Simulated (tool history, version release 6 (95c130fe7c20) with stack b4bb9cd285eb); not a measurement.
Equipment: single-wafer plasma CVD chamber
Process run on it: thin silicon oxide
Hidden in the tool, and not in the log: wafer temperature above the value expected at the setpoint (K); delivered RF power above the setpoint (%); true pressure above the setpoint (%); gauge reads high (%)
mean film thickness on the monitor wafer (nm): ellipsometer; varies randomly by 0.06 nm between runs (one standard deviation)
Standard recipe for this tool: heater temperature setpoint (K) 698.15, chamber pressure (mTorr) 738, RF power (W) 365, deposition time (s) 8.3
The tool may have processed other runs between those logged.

| run | day | heater temperature setpoint (K) | chamber pressure (mTorr) | RF power (W) | deposition time (s) | wafers since the last listed run | hours since the last thermocouple change | hours since the last RF generator calibration | hours since the last manometer calibration | hours since the showerhead was replaced | hours since the gauge calibration | read-back reference wafer on the same gauge, thickness_nm | mean film thickness on the monitor wafer (nm) |
|---|---|---|---|---|---|---|---|---|---|---|---|---|---|
| 1 | 0 | 698.15 | 738 | 335 | 7.26 | 0 | 1187.5 | 23.3 | 360.6 | 519.8 | 390 | 15.4 | 12.221 |
| 2 | 3.2 | 698.15 | 738 | 335 | 7.26 | 2614 | 1264.3 | 100.1 | 437.4 | 596.6 | 466.8 | 15.403 | 12.265 |
| 3 | 7.642 | 698.15 | 738 | 335 | 7.26 | 3628 | 1370.9 | 206.7 | 544 | 703.2 | 573.4 | 15.4 | 12.221 |
|  | 11.108 | thermocouple changed; heater temperature recalibrated |
| 4 | 12.071 | 698.15 | 738 | 365 | 8.3 | 3346 | 23.1 | 313 | 650.3 | 809.5 | 679.7 | 15.386 | 14.441 |
| 5 | 23.788 | 698.15 | 738 | 365 | 9.4 | 9572 | 304.3 | 594.2 | 931.5 | 1090.7 | 960.9 | 15.403 | 16.409 |
| 6 | 25.858 | 698.15 | 738 | 365 | 9.4 | 1691 | 354 | 643.9 | 981.2 | 1140.4 | 1010.6 | 15.395 | 16.409 |
| 7 | 39.067 | 706.15 | 738 | 345 | 9.19 | 10791 | 671 | 960.9 | 1298.2 | 1457.4 | 1327.6 | 15.393 | 15.542 |
| 8 | 41.838 | 698.15 | 738 | 365 | 8.3 | 2263 | 737.5 | 1027.4 | 1364.7 | 1523.9 | 1394.1 | 15.386 | 14.488 |
| 9 | 45.129 | 698.15 | 738 | 365 | 6.65 | 2689 | 816.5 | 1106.4 | 1443.7 | 1602.9 | 1473.1 | 15.411 | 11.622 |
| 10 | 48.954 | 698.15 | 738 | 365 | 8.3 | 3125 | 908.3 | 1198.2 | 1535.5 | 1694.7 | 1564.9 | 15.404 | 14.397 |
| 11 | 52.642 | 698.15 | 738 | 365 | 9.09 | 3012 | 996.8 | 1286.7 | 1624 | 1783.2 | 1653.4 | 15.395 | 15.846 |
| 12 | 61.55 | 709.15 | 648 | 430 | 6.94 | 7278 | 1210.6 | 1500.5 | 1837.8 | 1997 | 1867.2 | 15.412 | 11.219 |
| 13 | 64.225 | 698.15 | 738 | 345 | 8.3 | 2185 | 1274.8 | 1564.7 | 1902 | 2061.2 | 1931.4 | 15.399 | 14.129 |
| 14 | 68.433 | 712.15 | 738 | 365 | 6.95 | 3438 | 1375.8 | 1665.7 | 2003 | 2162.2 | 2032.4 | 15.4 | 12.03 |
|  | 69.312 | thermocouple changed; heater temperature recalibrated |
| 15 | 71.262 | 698.15 | 738 | 365 | 8.3 | 2039 | 46.8 | 1733.6 | 2070.9 | 2230.1 | 2100.3 | 15.411 | 14.486 |
| 16 | 75.121 | 686.15 | 626 | 365 | 8.3 | 3152 | 139.4 | 1826.2 | 2163.5 | 2322.7 | 2192.9 | 15.394 | 12.388 |
| 17 | 79.596 | 698.15 | 738 | 365 | 6.83 | 3656 | 246.8 | 1933.6 | 2270.9 | 2430.1 | 2300.3 | 15.401 | 11.945 |

Run 18 comes next. What will it give?
| 18 | 82.375 | 691.15 | 913 | 365 | 9.41 | 2270 | 313.5 | 2000.3 | 2337.6 | 2496.8 | 2367 | ? | ? |

Logged for run 18: read-back reference wafer on the same gauge, thickness_nm 15.398, mean film thickness on the monitor wafer (nm) 19.908.
Had the tool carried no hidden state, the very same run would have given mean film thickness on the monitor wafer (nm) 19.908.
